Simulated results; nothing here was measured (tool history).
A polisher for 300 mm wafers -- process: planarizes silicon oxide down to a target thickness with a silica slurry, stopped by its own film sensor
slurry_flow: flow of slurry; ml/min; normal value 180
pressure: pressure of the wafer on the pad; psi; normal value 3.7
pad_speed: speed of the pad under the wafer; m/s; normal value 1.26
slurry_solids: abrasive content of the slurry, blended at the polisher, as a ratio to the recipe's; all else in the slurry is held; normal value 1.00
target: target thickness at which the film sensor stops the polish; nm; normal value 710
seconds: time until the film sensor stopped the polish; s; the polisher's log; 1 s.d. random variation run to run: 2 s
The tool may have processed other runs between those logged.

| run | hour | slurry_flow | pressure | pad_speed | slurry_solids | target | incoming thickness of the incoming film, nm | seconds |
|---|---|---|---|---|---|---|---|---|
| 1 | 0.0 | 180 | 3.7 | 1.26 | 1.00 | 710 | 1098.0 | 135.1 |
| 2 | 107.1 | 180 | 3.7 | 1.02 | 1.00 | 710 | 1079.6 | 151.2 |
| 3 | 162.9 | 180 | 3.7 | 1.02 | 1.00 | 710 | 1087.9 | 156.4 |
| 4 | 218.6 | 180 | 3.7 | 1.26 | 1.00 | 783 | 1102.9 | 112.9 |
| 5 | 274.9 | 180 | 3.7 | 1.26 | 1.00 | 783 | 1082.9 | 109.7 |
|  | 369.3 | worn pad replaced by a new one |
| 6 | 377.4 | 180 | 3.7 | 1.26 | 1.00 | 783 | 1084.0 | 110.6 |
|  | 452.8 | slurry blender recalibrated |
| 7 | 475.6 | 180 | 3.7 | 1.26 | 1.00 | 641 | 1078.2 | 158.0 |
|  | 495.9 | conditioning disc replaced and pad reconditioned |
| 8 | 541.4 | 180 | 3.7 | 1.26 | 1.00 | 641 | 1077.9 | 160.4 |
|  | 546.2 | slurry nozzle cleaned |
| 9 | 646.3 | 180 | 3.7 | 1.26 | 1.00 | 710 | 1100.6 | 133.8 |
| 10 | 733.3 | 180 | 3.7 | 1.26 | 1.00 | 710 | 1098.9 | 139.1 |
| 11 | 812.2 | 180 | 4.5 | 1.26 | 0.90 | 606 | 1071.8 | 143.9 |
| 12 | 881.5 | 180 | 3.7 | 1.26 | 1.00 | 710 | 1086.9 | 138.7 |
|  | 965.5 | worn pad replaced by a new one |
|  | 976.3 | slurry blender recalibrated |
| 13 | 1069.1 | 180 | 4.2 | 1.26 | 1.00 | 783 | 1086.6 | 98.8 |
|  | 1081.5 | conditioning disc replaced and pad reconditioned |
| 14 | 1159.2 | 180 | 4.5 | 1.26 | 0.90 | 606 | 1082.9 | 159.4 |
| 15 | 1222.0 | 180 | 4.3 | 1.66 | 1.00 | 662 | 1084.3 | 105.7 |
| 16 | 1282.9 | 155 | 2.9 | 1.26 | 1.00 | 804 | 1092.3 | 141.5 |
|  | 1288.8 | slurry nozzle cleaned |
|  | 1291.4 | head pressure recalibrated |
| 17 | 1354.7 | 180 | 4.7 | 1.26 | 1.00 | 710 | 1096.7 | 104.2 |
| 18 | 1410.1 | 205 | 3.7 | 1.70 | 1.25 | 755 | 1087.8 | 75.5 |
|  | 1428.1 | worn pad replaced by a new one |
| 19 | 1498.4 | 230 | 4.2 | 1.26 | 1.00 | 710 | 1100.6 | 115.4 |
|  | 1537.4 | slurry blender recalibrated |
| 20 | 1598.4 | 180 | 3.7 | 0.94 | 1.15 | 659 | 1103.5 | 186.6 |
|  | 1606.5 | conditioning disc replaced and pad reconditioned |
| 21 | 1693.5 | 180 | 4.9 | 1.02 | 0.80 | 630 | 1085.9 | 176.1 |
| 22 | 1783.9 | 180 | 3.7 | 1.38 | 1.00 | 710 | 1096.2 | 136.6 |
| 23 | 1890.5 | 225 | 3.7 | 1.00 | 1.00 | 710 | 1088.2 | 160.5 |
|  | 1915.5 | worn pad replaced by a new one |
| 24 | 1962.0 | 180 | 3.7 | 1.26 | 1.00 | 710 | 1073.5 | 137.5 |
|  | 2006.4 | slurry blender recalibrated |
|  | 2049.1 | slurry nozzle cleaned |
| 25 | 2050.1 | 180 | 3.7 | 1.26 | 0.85 | 710 | 1088.2 | 143.5 |
| 26 | 2152.4 | 235 | 3.2 | 1.26 | 1.00 | 804 | 1096.3 | 108.4 |

Here are 3 independent what-if runs from the current tool condition. What would each one return?
| A | 2152.9 | 180 | 3.7 | 1.26 | 1.00 | 710 | 1101.7 | ? |
| B | 2152.9 | 180 | 4.6 | 1.26 | 1.20 | 710 | 1101.7 | ? |
| C | 2152.9 | 160 | 4.8 | 0.94 | 1.00 | 601 | 1101.7 | ? |

| run | seconds |
|---|---|
| A | 130.5 |
| B | 94.0 |
| C | 166.7 |
What these runs would have given with no unlogged condition in the tool:
| run | seconds |
|---|---|
| A | 125.9 |
| B | 90.7 |
| C | 160.0 |

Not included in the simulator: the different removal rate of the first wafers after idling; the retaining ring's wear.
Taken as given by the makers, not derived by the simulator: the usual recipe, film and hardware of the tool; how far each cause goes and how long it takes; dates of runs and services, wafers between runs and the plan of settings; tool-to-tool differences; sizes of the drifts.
